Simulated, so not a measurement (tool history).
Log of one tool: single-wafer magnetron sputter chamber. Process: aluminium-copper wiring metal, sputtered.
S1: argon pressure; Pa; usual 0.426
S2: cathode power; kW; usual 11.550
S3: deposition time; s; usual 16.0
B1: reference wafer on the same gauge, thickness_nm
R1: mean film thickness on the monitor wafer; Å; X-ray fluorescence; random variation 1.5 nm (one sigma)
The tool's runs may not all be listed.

run,hour,S1,S2,S3,B1,R1
1,0.0,0.426,9.500,14.3,257.624,2376.87
# hour 14.5: gauge calibrated
2,43.8,0.426,11.550,16.0,251.675,3137.29
3,86.8,0.426,11.550,16.0,251.788,3096.53
4,121.0,0.426,13.300,16.0,252.205,3628.26
5,148.9,0.426,13.300,16.0,252.598,3646.27
# hour 190.7: sputter target and shields replaced
6,191.2,0.426,13.300,16.0,252.670,3636.15
7,219.6,0.426,11.550,16.9,252.366,3335.48
8,256.2,0.426,11.550,16.0,252.944,3139.17
# hour 303.0: capacitance manometer re-zeroed and calibrated
9,307.2,0.426,11.550,16.0,253.642,3143.50
# hour 349.2: magnet pack replaced
10,358.1,0.426,9.550,14.1,252.944,2291.42
11,535.0,0.426,11.550,14.7,254.317,2906.60
12,589.9,0.426,11.550,17.7,254.394,3476.24
13,656.6,0.512,11.550,16.0,254.643,3045.98
# hour 669.7: sputter target and shields replaced
14,697.6,0.381,11.550,16.0,254.785,3250.68
15,760.7,0.426,11.550,16.0,254.627,3148.25
16,804.3,0.426,11.550,16.0,255.092,3163.87
17,874.9,0.426,11.550,16.0,255.250,3185.17
18,936.6,0.426,11.550,16.0,256.120,3161.08
19,968.2,0.426,11.550,16.0,256.490,3192.55
20,1020.6,0.278,11.550,16.0,256.163,3428.09
21,1047.4,0.426,11.550,17.5,255.606,3512.31
22,1075.9,0.426,11.550,16.0,256.716,3188.50
# hour 1099.6: sputter target and shields replaced
23,1134.6,0.374,11.550,16.0,256.591,3278.62
24,1158.6,0.426,9.100,14.2,256.458,2247.23
25,1212.9,0.289,9.100,13.7,257.222,2306.95
26,1246.5,0.591,10.150,13.7,256.798,2236.64
27,1289.3,0.324,11.550,16.0,257.607,3376.50
# hour 1300.2: capacitance manometer re-zeroed and calibrated
28,1330.3,0.524,11.550,18.5,257.383,3543.99
29,1395.6,0.426,10.450,14.5,257.508,2615.97
30,1429.7,0.426,11.550,16.0,258.023,3215.30
31,1457.1,0.426,11.550,16.0,258.408,3229.19
32,1521.9,0.426,9.700,16.0,258.393,2684.38
# hour 1550.8: sputter target and shields replaced
33,1551.3,0.579,12.350,18.9,257.733,3772.62

Measured less the same run without the tool's hidden state. The same run-to-run variation is in both; the gauge's scatter may not be:
The hidden state here: deposition rate above that of a new target (%); true argon pressure above the setpoint (%); gauge reads high (%).
run,R1
1,+51.11
2,+0.07
3,+2.33
4,+4.85
5,+6.59
6,+9.18
7,+10.02
8,+11.37
9,+14.08
10,+12.23
11,+24.14
12,+32.05
13,+31.47
14,+35.81
15,+37.97
16,+40.45
17,+44.44
18,+47.32
19,+49.46
20,+56.06
21,+58.99
22,+55.04
23,+59.75
24,+41.84
25,+45.00
26,+44.86
27,+70.07
28,+75.92
29,+58.82
30,+74.07
31,+75.82
32,+65.84
33,+94.33
